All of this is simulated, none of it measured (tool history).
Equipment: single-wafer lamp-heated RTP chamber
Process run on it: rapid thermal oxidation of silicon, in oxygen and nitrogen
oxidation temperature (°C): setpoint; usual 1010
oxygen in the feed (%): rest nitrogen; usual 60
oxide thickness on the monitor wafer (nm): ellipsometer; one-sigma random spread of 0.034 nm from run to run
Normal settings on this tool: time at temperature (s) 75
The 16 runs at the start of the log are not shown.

run     day  oxidation temperature (°C)  time at temperature (s)  oxygen in the feed (%)  wafers since the last listed run  wafers since the last pyrometer calibration  hours since the oxygen flow controller was replaced  hours since the gauge calibration  read-back reference wafer on the same gauge, thickness  oxide thickness on the monitor wafer (nm)
 17  23.179                        1028                       75                      71                               259                                          264                                                176.5                              198.5                                                   7.235                                      7.379
 18  24.088                        1028                       75                      71                               207                                          471                                                198.3                              220.3                                                   7.241                                      7.405
 19  25.379                        1010                       75                      60                               294                                          766                                                229.3                              251.3                                                   7.249                                      6.139
 20  26.658                        1010                       75                      60                               291                                         1058                                                260.0                              282.0                                                   7.243                                      6.166
 21  27.179                        1033                       94                      87                               118                                         1177                                                272.5                              294.5                                                   7.237                                      9.168
 22  28.038                         997                       75                      60                               195                                         1373                                                293.1                              315.1                                                   7.245                                      5.597
 23  29.325                         990                       66                      51                               293                                         1667                                                324.0                              346.0                                                   7.238                                      4.786
 24  30.246                        1026                       75                      77                               210                                         1877                                                346.1                              368.1                                                   7.228                                      7.487
 25  31.729                        1038                       92                      74                               338                                         2216                                                381.7                              403.7                                                   7.240                                      8.874
     33.083  -- pyrometer window cleaned and pyrometer calibrated
 26  33.104                         989                      109                      88                               237                                            4                                                414.7                              436.7                                                   7.247                                      7.088
 27  34.033                        1010                       75                      60                               212                                          216                                                437.0                              459.0                                                   7.237                                      6.121
 28  34.888                         991                      111                      60                               194                                          411                                                457.5                              479.5                                                   7.241                                      6.389
 29  36.304                         984                       89                      51                               323                                          734                                                491.5                              513.5                                                   7.252                                      5.167
 30  37.771                        1031                      112                      51                               334                                         1069                                                526.7                              548.7                                                   7.239                                      8.091
 31  39.008                         996                       45                      60                               282                                         1352                                                556.4                              578.4                                                   7.242                                      4.453
 32  40.183                        1010                       75                      60                               268                                         1620                                                584.6                              606.6                                                   7.245                                      6.164
 33  41.325                         986                       99                      76                               260                                         1880                                                612.0                              634.0                                                   7.242                                      6.317
 34  41.904                        1039                       75                      60                               132                                         2013                                                625.9                              647.9                                                   7.229                                      7.535
 35  42.492                        1021                       49                      46                               134                                         2147                                                640.0                              662.0                                                   7.234                                      5.002
 36  43.133                        1010                       75                      75                               146                                         2293                                                655.4                              677.4                                                   7.248                                      6.727
     45.646  -- pyrometer window cleaned and pyrometer calibrated
 37  45.667                        1029                       43                      39                               502                                            4                                                716.2                              738.2                                                   7.251                                      4.758

Each row is a separate what-if for the run after 37, all from the same tool condition, not one after another. Results?
  A  45.688                         986                       75                      60                                 4                                            9                                                716.7                              738.7                                                       ?                                          ?
  B  45.688                         991                       87                      38                                 4                                            9                                                716.7                              738.7                                                       ?                                          ?
  C  45.688                        1037                       75                      60                                 4                                            9                                                716.7                              738.7                                                       ?                                          ?
  D  45.688                         995                       75                      73                                 4                                            9                                                716.7                              738.7                                                       ?                                          ?
  E  45.688                        1010                       99                      34                                 4                                            9                                                716.7                              738.7                                                       ?                                          ?

run  read-back reference wafer on the same gauge, thickness  oxide thickness on the monitor wafer (nm)
  A                                                   7.248                                      5.193
  B                                                   7.248                                      4.929
  C                                                   7.248                                      7.464
  D                                                   7.248                                      5.924
  E                                                   7.248                                      5.731
With no hidden state in the tool, these same runs would have given:
run  oxide thickness on the monitor wafer (nm)
  A                                      5.193
  B                                      4.929
  C                                      7.464
  D                                      5.924
  E                                      5.731
